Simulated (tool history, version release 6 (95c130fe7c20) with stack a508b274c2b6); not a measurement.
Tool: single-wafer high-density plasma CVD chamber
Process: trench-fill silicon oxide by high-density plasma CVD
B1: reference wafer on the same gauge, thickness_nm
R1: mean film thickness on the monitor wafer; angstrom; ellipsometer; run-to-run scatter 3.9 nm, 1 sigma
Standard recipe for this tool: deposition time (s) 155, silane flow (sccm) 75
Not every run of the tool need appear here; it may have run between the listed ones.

run 1 day=0.000 | deposition_time_(s)=155 silane_flow_(sccm)=75 | B1=1250.051 | R1=10879.99
run 2 day=1.921 | deposition_time_(s)=155 silane_flow_(sccm)=75 | B1=1250.666 | R1=10777.94
run 3 day=5.971 | deposition_time_(s)=155 silane_flow_(sccm)=71 | B1=1249.960 | R1=10266.71
run 4 day=8.342 | deposition_time_(s)=155 silane_flow_(sccm)=75 | B1=1251.506 | R1=10787.94
run 5 day=18.008 | deposition_time_(s)=155 silane_flow_(sccm)=75 | B1=1249.077 | R1=10741.95
-- day=25.375 gauge calibrated
run 6 day=28.254 | deposition_time_(s)=155 silane_flow_(sccm)=75 | B1=1249.194 | R1=10675.48
run 7 day=31.758 | deposition_time_(s)=172 silane_flow_(sccm)=75 | B1=1250.477 | R1=11788.50
run 8 day=34.388 | deposition_time_(s)=172 silane_flow_(sccm)=75 | B1=1249.677 | R1=11705.67
run 9 day=38.754 | deposition_time_(s)=130 silane_flow_(sccm)=75 | B1=1251.110 | R1=8947.79
run 10 day=41.258 | deposition_time_(s)=155 silane_flow_(sccm)=75 | B1=1250.149 | R1=10511.04
-- day=42.146 silane flow controller replaced
run 11 day=43.192 | deposition_time_(s)=183 silane_flow_(sccm)=69 | B1=1249.035 | R1=12168.17
run 12 day=44.888 | deposition_time_(s)=169 silane_flow_(sccm)=82 | B1=1249.810 | R1=13375.19
run 13 day=47.004 | deposition_time_(s)=166 silane_flow_(sccm)=66 | B1=1247.962 | R1=10582.28
run 14 day=48.858 | deposition_time_(s)=170 silane_flow_(sccm)=67 | B1=1249.635 | R1=10980.09
run 15 day=50.729 | deposition_time_(s)=178 silane_flow_(sccm)=69 | B1=1252.021 | R1=11817.53
run 16 day=54.962 | deposition_time_(s)=180 silane_flow_(sccm)=75 | B1=1249.048 | R1=12976.97
run 17 day=59.333 | deposition_time_(s)=178 silane_flow_(sccm)=69 | B1=1249.152 | R1=11793.62

Forecast each of these 3 alternatives for the next run:
run A day=59.350 | deposition_time_(s)=155 silane_flow_(sccm)=75 | B1=? | R1=?
run B day=59.350 | deposition_time_(s)=183 silane_flow_(sccm)=75 | B1=? | R1=?
run C day=59.350 | deposition_time_(s)=166 silane_flow_(sccm)=71 | B1=? | R1=?

run=A B1=1248.575 R1=11139.87
run=B B1=1248.575 R1=13152.24
run=C B1=1248.575 R1=11294.16
Take away the tool's hidden state, keep each run's random variation, and the runs would have read:
run=A R1=11244.54
run=B R1=13275.81
run=C R1=11400.27
